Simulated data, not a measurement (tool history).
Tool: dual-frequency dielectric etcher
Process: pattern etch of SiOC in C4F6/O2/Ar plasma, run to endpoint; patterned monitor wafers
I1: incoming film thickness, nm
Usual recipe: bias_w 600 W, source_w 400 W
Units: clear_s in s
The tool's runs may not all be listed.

{"run": 1, "hour": 0.0, "bias_w": 600, "source_w": 400, "I1": 31.55, "clear_s": 9.1}
{"run": 2, "hour": 32.4, "bias_w": 600, "source_w": 400, "I1": 31.46, "clear_s": 9.1}
{"run": 3, "hour": 45.9, "bias_w": 600, "source_w": 400, "I1": 31.4, "clear_s": 9.2}
{"run": 4, "hour": 77.4, "bias_w": 600, "source_w": 400, "I1": 31.43, "clear_s": 9.1}
{"run": 5, "hour": 99.1, "bias_w": 557, "source_w": 400, "I1": 31.23, "clear_s": 9.4}
{"run": 6, "hour": 132.5, "bias_w": 557, "source_w": 400, "I1": 31.3, "clear_s": 9.3}
{"hour": 182.6, "done": "wet clean of the chamber"}
{"run": 7, "hour": 183.1, "bias_w": 557, "source_w": 400, "I1": 31.53, "clear_s": 9.8}
{"run": 8, "hour": 189.5, "bias_w": 532, "source_w": 370, "I1": 31.38, "clear_s": 10.2}
{"run": 9, "hour": 223.0, "bias_w": 600, "source_w": 400, "I1": 31.26, "clear_s": 9.2}
{"run": 10, "hour": 236.1, "bias_w": 600, "source_w": 400, "I1": 31.62, "clear_s": 9.4}
{"run": 11, "hour": 335.3, "bias_w": 600, "source_w": 350, "I1": 31.84, "clear_s": 9.7}
{"run": 12, "hour": 357.4, "bias_w": 600, "source_w": 400, "I1": 31.11, "clear_s": 9.2}
{"run": 13, "hour": 379.1, "bias_w": 600, "source_w": 400, "I1": 31.33, "clear_s": 9.1}
{"run": 14, "hour": 411.4, "bias_w": 697, "source_w": 400, "I1": 31.51, "clear_s": 8.5}
{"run": 15, "hour": 443.5, "bias_w": 600, "source_w": 400, "I1": 31.35, "clear_s": 9.2}
{"run": 16, "hour": 475.0, "bias_w": 737, "source_w": 480, "I1": 31.01, "clear_s": 7.6}
{"run": 17, "hour": 496.8, "bias_w": 600, "source_w": 400, "I1": 31.86, "clear_s": 9.3}
{"run": 18, "hour": 518.0, "bias_w": 600, "source_w": 330, "I1": 31.38, "clear_s": 9.7}
{"run": 19, "hour": 545.9, "bias_w": 600, "source_w": 340, "I1": 31.47, "clear_s": 9.7}
{"run": 20, "hour": 566.9, "bias_w": 600, "source_w": 470, "I1": 31.41, "clear_s": 8.6}
{"run": 21, "hour": 592.9, "bias_w": 549, "source_w": 320, "I1": 31.57, "clear_s": 10.3}
{"run": 22, "hour": 607.2, "bias_w": 600, "source_w": 480, "I1": 31.29, "clear_s": 8.4}
{"run": 23, "hour": 630.6, "bias_w": 517, "source_w": 470, "I1": 31.34, "clear_s": 9.2}
{"run": 24, "hour": 663.2, "bias_w": 510, "source_w": 480, "I1": 31.64, "clear_s": 9.3}
{"run": 25, "hour": 680.2, "bias_w": 533, "source_w": 400, "I1": 31.41, "clear_s": 9.6}
{"hour": 700.4, "done": "source power generator calibrated"}
{"hour": 704.5, "done": "upper electrode replaced"}
{"run": 26, "hour": 705.0, "bias_w": 656, "source_w": 400, "I1": 31.52, "clear_s": 8.7}
{"run": 27, "hour": 712.6, "bias_w": 553, "source_w": 490, "I1": 31.52, "clear_s": 8.8}
{"hour": 724.8, "done": "bias power generator calibrated"}
{"run": 28, "hour": 728.2, "bias_w": 554, "source_w": 470, "I1": 31.04, "clear_s": 8.7}
{"hour": 839.5, "done": "wet clean of the chamber"}
{"run": 29, "hour": 840.0, "bias_w": 685, "source_w": 360, "I1": 30.89, "clear_s": 8.9}
{"run": 30, "hour": 862.1, "bias_w": 488, "source_w": 320, "I1": 31.48, "clear_s": 11.4}
{"run": 31, "hour": 888.7, "bias_w": 731, "source_w": 310, "I1": 31.74, "clear_s": 9.4}
{"run": 32, "hour": 904.9, "bias_w": 483, "source_w": 440, "I1": 31.72, "clear_s": 10.2}
{"run": 33, "hour": 930.6, "bias_w": 740, "source_w": 400, "I1": 31.42, "clear_s": 8.4}
{"run": 34, "hour": 965.0, "bias_w": 600, "source_w": 340, "I1": 31.45, "clear_s": 9.8}
{"run": 35, "hour": 985.4, "bias_w": 667, "source_w": 490, "I1": 31.68, "clear_s": 8.2}
{"run": 36, "hour": 1004.6, "bias_w": 600, "source_w": 450, "I1": 31.43, "clear_s": 8.8}

Predict each of these 3 candidate next runs independently; none follows another, all start after run 36:
{"run": "A", "hour": 1005.0, "bias_w": 600, "source_w": 400, "I1": 31.38, "clear_s": "?"}
{"run": "B", "hour": 1005.0, "bias_w": 544, "source_w": 310, "I1": 31.38, "clear_s": "?"}
{"run": "C", "hour": 1005.0, "bias_w": 489, "source_w": 430, "I1": 31.38, "clear_s": "?"}

run=A clear_s=9.3
run=B clear_s=10.7
run=C clear_s=10.1
Had the tool no hidden state, the same runs would have come out as:
run=A clear_s=9.5
run=B clear_s=10.9
run=C clear_s=10.3

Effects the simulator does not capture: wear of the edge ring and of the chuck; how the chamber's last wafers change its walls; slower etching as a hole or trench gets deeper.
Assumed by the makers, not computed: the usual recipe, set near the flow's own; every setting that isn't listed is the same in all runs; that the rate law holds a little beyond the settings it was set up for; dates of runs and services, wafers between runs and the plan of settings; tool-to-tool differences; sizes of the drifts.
